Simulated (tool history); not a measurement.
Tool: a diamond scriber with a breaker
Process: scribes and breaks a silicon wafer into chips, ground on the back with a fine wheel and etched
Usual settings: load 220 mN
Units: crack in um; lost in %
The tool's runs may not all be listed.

run   hour  load  incoming depth of the damage left on the back of the incoming wafer, um  crack  lost
  1      0   200                                                                     0.54   9.21  5.97
  2   25.2   220                                                                     0.62  10.01  2.81
  3     39   220                                                                     0.34   9.88  2.71
  4   58.5   195                                                                      0.4   9.06  7.72
  5   78.3   195                                                                     0.79   8.79  7.29
  6  103.9   195                                                                     0.61   8.96  7.45
  7  134.7   260                                                                     0.37  10.77  1.08
  8  154.2   260                                                                     0.48  10.62  1.11
  9  173.5   220                                                                     0.64   9.68  3.74
     179.9  -- diamond tip replaced by a new one
 10    200   220                                                                     0.53   9.49  3.57
 11  223.9   220                                                                     0.32   9.29  3.77
 12  242.9   220                                                                     0.75   9.69  3.36
 13  274.9   220                                                                      0.7   9.46  3.79
     279.9  -- load on the tip recalibrated
 14    310   220                                                                     0.32  11.18  1.08
 15  335.2   181                                                                     0.56   9.53  3.24
 16    369   181                                                                     0.39   9.58  3.74
     397.2  -- diamond tip replaced by a new one
 17  397.7   284                                                                      0.4  12.56  5.77
 18  430.4   164                                                                      0.6   9.06   6.6
 19  460.1   264                                                                     0.37  12.45  3.25
 20  479.2   181                                                                      0.6   9.36  4.11
 21  499.7   284                                                                     0.79  12.19  5.49
 22  532.6   269                                                                     0.76   12.3  3.09
 23  568.6   256                                                                     0.68  11.78  2.38
 24  602.8   220                                                                     0.52  10.17  1.12

The next listed run, before its measurement:
     608.5  -- diamond tip replaced by a new one, of another model than before
 25  626.6   273                                                                     0.46      ?     ?

Run 25 gave crack 11.66 um, lost 2.16 %.
Without the tool's hidden state the same run would have given crack 11.81 um, lost 2.55 %.
